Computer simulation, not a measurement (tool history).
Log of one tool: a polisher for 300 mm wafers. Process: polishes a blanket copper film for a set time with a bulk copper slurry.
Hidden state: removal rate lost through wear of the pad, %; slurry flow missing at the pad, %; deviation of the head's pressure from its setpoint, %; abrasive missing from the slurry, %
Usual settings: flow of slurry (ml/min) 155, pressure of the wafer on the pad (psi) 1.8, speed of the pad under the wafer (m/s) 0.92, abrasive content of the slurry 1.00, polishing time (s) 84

run	hour	flow of slurry (ml/min)	pressure of the wafer on the pad (psi)	speed of the pad under the wafer (m/s)	abrasive content of the slurry	polishing time (s)	wafers since the last listed run	wafers polished on this pad	hours since the slurry nozzle was cleaned	hours since the head pressure was calibrated	hours since the slurry blender was calibrated	incoming thickness of the incoming film, nm	film removed (Å)
1	0.0	155	1.8	0.92	1.00	84	0	887	806.6	890.0	218.2	2874.6	4827
2	10.4	155	1.8	0.92	1.00	84	52	939	817.0	900.4	228.6	2797.7	4863
# hour 17.3: worn pad replaced by a new one
3	24.8	155	1.8	0.92	1.00	78	52	38	831.4	914.8	243.0	2874.8	4541
4	34.1	155	1.8	0.92	1.00	84	47	85	840.7	924.1	252.3	2831.0	4864
5	45.5	155	1.8	0.92	1.00	84	57	143	852.1	935.5	263.7	2861.5	4889
6	60.1	155	1.8	0.92	1.00	84	74	217	866.7	950.1	278.3	2845.7	4743
7	77.2	155	1.8	0.92	1.00	84	86	304	883.8	967.2	295.4	2835.2	4871
# hour 86.7: slurry nozzle cleaned
8	88.5	155	1.8	0.92	1.00	84	52	356	1.8	978.5	306.7	2842.9	4485
9	94.7	155	1.8	0.92	1.00	84	31	388	8.0	984.7	312.9	2834.1	4322
# hour 101.7: slurry blender recalibrated
10	103.7	155	1.8	0.92	1.00	84	35	423	17.0	993.7	2.0	2829.3	4361
# hour 109.3: head pressure recalibrated
11	113.0	155	1.8	1.14	1.00	59	37	460	26.3	3.7	11.3	2828.5	3709
12	130.1	155	1.8	0.92	1.00	69	86	547	43.4	20.8	28.4	2844.6	3544
13	140.5	155	1.2	0.92	1.00	84	52	600	53.8	31.2	38.8	2848.2	3019
# hour 154.8: slurry nozzle cleaned, repeated, since the last time left the tool worse
14	157.3	205	1.5	0.92	1.00	84	80	680	2.5	48.0	55.6	2855.1	4545
# hour 178.3: worn pad replaced by a new one
15	178.8	155	1.8	0.92	0.90	99	88	2	24.0	69.5	77.1	2843.1	6003
16	182.6	155	1.8	0.92	1.15	84	19	21	27.8	73.3	80.9	2833.8	5227
17	191.0	155	1.8	0.92	1.00	84	42	64	36.2	81.7	89.3	2841.4	5290
18	207.2	155	1.8	1.20	1.30	101	82	146	52.4	97.9	105.5	2832.1	8576
19	219.0	155	1.8	0.76	1.00	84	59	206	64.2	109.7	117.3	2798.9	4289
20	230.3	200	1.3	1.22	1.25	84	57	264	75.5	121.0	128.6	2819.2	5589
21	237.3	120	1.8	0.92	1.00	84	35	299	82.5	128.0	135.6	2834.8	4870
22	253.4	135	2.3	1.08	1.00	84	81	381	98.6	144.1	151.7	2812.5	7344
23	260.8	155	1.8	0.92	0.90	84	37	419	106.0	151.5	159.1	2856.0	4989
24	270.8	155	1.6	0.92	1.00	84	50	469	116.0	161.5	169.1	2865.2	4703
25	277.2	210	1.8	0.74	0.75	110	32	502	122.4	167.9	175.5	2882.8	5253
26	294.0	155	1.8	0.92	1.15	112	85	587	139.2	184.7	192.3	2803.4	7098
27	305.9	155	1.8	0.92	0.75	84	60	648	151.1	196.6	204.2	2797.3	4780
28	314.6	155	1.8	0.92	1.00	84	44	692	159.8	205.3	212.9	2881.9	5106

Run 29 comes next. What will it give?
# hour 325.2: worn pad replaced by a new one
29	327.9	155	1.8	0.92	1.00	84	47	13	173.1	218.6	226.2	2819.4	?

{"run 29": {"film removed (Å)": 5085}}
Without the tool's hidden state the same run would have given film removed (Å) 5161.

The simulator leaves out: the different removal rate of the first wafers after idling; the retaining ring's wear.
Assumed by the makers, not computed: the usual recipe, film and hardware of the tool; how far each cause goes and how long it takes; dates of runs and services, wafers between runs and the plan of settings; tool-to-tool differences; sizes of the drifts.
